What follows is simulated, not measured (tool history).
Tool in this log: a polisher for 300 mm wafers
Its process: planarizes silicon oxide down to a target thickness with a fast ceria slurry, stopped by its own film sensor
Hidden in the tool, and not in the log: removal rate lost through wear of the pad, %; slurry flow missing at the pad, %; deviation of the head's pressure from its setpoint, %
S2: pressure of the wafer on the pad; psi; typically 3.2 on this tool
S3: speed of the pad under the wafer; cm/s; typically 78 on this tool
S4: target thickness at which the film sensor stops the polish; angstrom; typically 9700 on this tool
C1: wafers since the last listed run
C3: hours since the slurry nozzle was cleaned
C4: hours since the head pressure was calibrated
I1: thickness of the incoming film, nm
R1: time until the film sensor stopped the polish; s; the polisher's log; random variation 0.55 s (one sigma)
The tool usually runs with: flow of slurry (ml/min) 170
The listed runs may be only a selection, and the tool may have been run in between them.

{"run": 1, "day": 0.0, "flow of slurry (ml/min)": 170, "S2": 3.2, "S3": 90, "S4": 9700, "C1": 0, "wafers polished on this pad": 3, "C3": 140.7, "C4": 238.9, "I1": 1606.5, "R1": 38.3}
{"run": 2, "day": 0.583, "flow of slurry (ml/min)": 170, "S2": 3.2, "S3": 90, "S4": 9700, "C1": 173, "wafers polished on this pad": 176, "C3": 154.7, "C4": 252.9, "I1": 1572.4, "R1": 35.5}
{"run": 3, "day": 0.854, "flow of slurry (ml/min)": 170, "S2": 3.2, "S3": 90, "S4": 9700, "C1": 80, "wafers polished on this pad": 256, "C3": 161.2, "C4": 259.4, "I1": 1589.6, "R1": 36.6}
{"run": 4, "day": 1.412, "flow of slurry (ml/min)": 170, "S2": 2.9, "S3": 78, "S4": 8830, "C1": 165, "wafers polished on this pad": 422, "C3": 174.6, "C4": 272.8, "I1": 1604.2, "R1": 52.1}
{"run": 5, "day": 1.854, "flow of slurry (ml/min)": 170, "S2": 3.2, "S3": 78, "S4": 10790, "C1": 131, "wafers polished on this pad": 553, "C3": 185.2, "C4": 283.4, "I1": 1578, "R1": 33.8}
{"day": 2.45, "done": "worn pad replaced by a new one"}
{"run": 6, "day": 2.538, "flow of slurry (ml/min)": 170, "S2": 3.2, "S3": 78, "S4": 10790, "C1": 153, "wafers polished on this pad": 25, "C3": 201.6, "C4": 299.8, "I1": 1571.2, "R1": 33.7}
{"run": 7, "day": 3.121, "flow of slurry (ml/min)": 170, "S2": 3.2, "S3": 78, "S4": 10790, "C1": 173, "wafers polished on this pad": 199, "C3": 215.6, "C4": 313.8, "I1": 1601.9, "R1": 36}
{"run": 8, "day": 3.617, "flow of slurry (ml/min)": 230, "S2": 3.2, "S3": 104, "S4": 9130, "C1": 147, "wafers polished on this pad": 346, "C3": 227.5, "C4": 325.7, "I1": 1579.3, "R1": 33.6}
{"day": 4.362, "done": "worn pad replaced by a new one"}
{"day": 4.362, "done": "head pressure recalibrated"}
{"day": 4.421, "done": "slurry nozzle cleaned"}
{"run": 9, "day": 4.442, "flow of slurry (ml/min)": 195, "S2": 3.5, "S3": 66, "S4": 9700, "C1": 207, "wafers polished on this pad": 10, "C3": 0.5, "C4": 1.9, "I1": 1601, "R1": 43.7}
{"run": 10, "day": 4.779, "flow of slurry (ml/min)": 170, "S2": 3.2, "S3": 66, "S4": 9700, "C1": 100, "wafers polished on this pad": 110, "C3": 8.6, "C4": 10, "I1": 1586.4, "R1": 46}
{"run": 11, "day": 5.192, "flow of slurry (ml/min)": 170, "S2": 3.2, "S3": 78, "S4": 9700, "C1": 122, "wafers polished on this pad": 233, "C3": 18.5, "C4": 19.9, "I1": 1589.2, "R1": 40.9}
{"run": 12, "day": 5.892, "flow of slurry (ml/min)": 170, "S2": 3.2, "S3": 78, "S4": 9700, "C1": 207, "wafers polished on this pad": 441, "C3": 35.3, "C4": 36.7, "I1": 1589.8, "R1": 40.8}
{"run": 13, "day": 6.154, "flow of slurry (ml/min)": 230, "S2": 3.2, "S3": 92, "S4": 10390, "C1": 77, "wafers polished on this pad": 519, "C3": 41.6, "C4": 43, "I1": 1633.8, "R1": 32.3}
{"run": 14, "day": 6.546, "flow of slurry (ml/min)": 170, "S2": 3.2, "S3": 78, "S4": 11840, "C1": 116, "wafers polished on this pad": 635, "C3": 51, "C4": 52.4, "I1": 1598.9, "R1": 27.1}
{"day": 6.821, "done": "worn pad replaced by a new one"}
{"run": 15, "day": 6.867, "flow of slurry (ml/min)": 170, "S2": 3.2, "S3": 78, "S4": 10690, "C1": 45, "wafers polished on this pad": 13, "C3": 58.7, "C4": 60.1, "I1": 1581.6, "R1": 33.4}

Pick out some run-to-run changes in R1. Of each, how much would a tool without hidden state show as well, from the settings, what came in and chance, and how much is left for the hidden state and any gauge scatter not in both results compared?
Run 4 -> 5: S2 2.9 -> 3.2, S4 8830 -> 10790. R1 -18.3 s: hidden state -0.7, all else -17.6.
Run 8 -> 9: flow of slurry (ml/min) 230 -> 195, S2 3.2 -> 3.5, S3 104 -> 66, S4 9130 -> 9700, worn pad replaced by a new one, head pressure recalibrated, slurry nozzle cleaned. R1 +10.1 s: hidden state -1.9, all else +12.
